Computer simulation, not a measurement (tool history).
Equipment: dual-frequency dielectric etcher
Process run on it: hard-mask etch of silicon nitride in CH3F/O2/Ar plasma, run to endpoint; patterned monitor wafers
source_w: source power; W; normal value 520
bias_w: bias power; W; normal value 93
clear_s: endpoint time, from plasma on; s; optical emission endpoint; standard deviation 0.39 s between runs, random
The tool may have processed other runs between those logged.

run    hour  source_w  bias_w  incoming incoming film thickness, nm  clear_s
  1     0.0       520      93                                 44.86     50.9
       76.6  -- wet clean of the chamber
  2    77.1       420      93                                 45.42     55.9
  3   121.4       420      93                                 45.25     55.9
  4   150.9       520      93                                 45.48     51.6
  5   212.9       520      93                                 45.09     51.4
  6   276.4       520      93                                 45.17     51.1
  7   311.8       520      93                                 44.94     50.2
      367.3  -- upper electrode replaced
  8   375.6       520      93                                 45.18     51.3
  9   408.3       520      76                                 45.19     56.2
 10   448.9       520      93                                 44.93     50.6
 11   477.9       520      93                                 45.24     51.1
      505.4  -- bias power generator calibrated
      510.3  -- wet clean of the chamber
 12   519.7       610      79                                 44.69     51.4
 13   586.5       610      79                                 45.17     52.2
 14   633.9       560      83                                 45.61     52.9
 15   697.4       640     100                                 45.66     45.8
 16   758.0       440      80                                 45.44     59.7
 17   815.5       520      93                                 45.35     51.7
 18   885.9       520      93                                 45.50     51.0
      921.2  -- wet clean of the chamber
 19   938.2       600      78                                 45.11     52.5
 20   964.5       440      73                                 45.16     62.8
 21  1004.4       590      75                                 44.66     53.8
 22  1075.9       620      75                                 45.27     52.8
 23  1132.4       610      73                                 45.06     54.5
     1184.5  -- source power generator calibrated
 24  1196.8       480      93                                 44.96     52.2
 25  1259.8       620     101                                 44.89     45.6
     1304.2  -- wet clean of the chamber
 26  1304.8       470     111                                 44.74     48.2
 27  1341.8       470      93                                 44.67     52.6
 28  1368.1       560      93                                 45.17     49.7
 29  1394.1       570      93                                 45.55     49.6
 30  1419.3       420     105                                 45.81     53.0
 31  1476.0       520      93                                 45.13     51.4
 32  1536.6       520      93                                 45.30     51.6
 33  1594.4       600      93                                 45.32     47.8
     1672.1  -- wet clean of the chamber
 34  1672.6       580      85                                 45.14     51.2
 35  1726.7       520      93                                 45.18     51.7

List, for all runs, the conditions of the tool that the log does not record:
etch rate over this chamber's usual, %: 0 on each run
source power that arrives over what is set, %: 0 on each run
bias power that arrives over what is set, %: 0 on each run
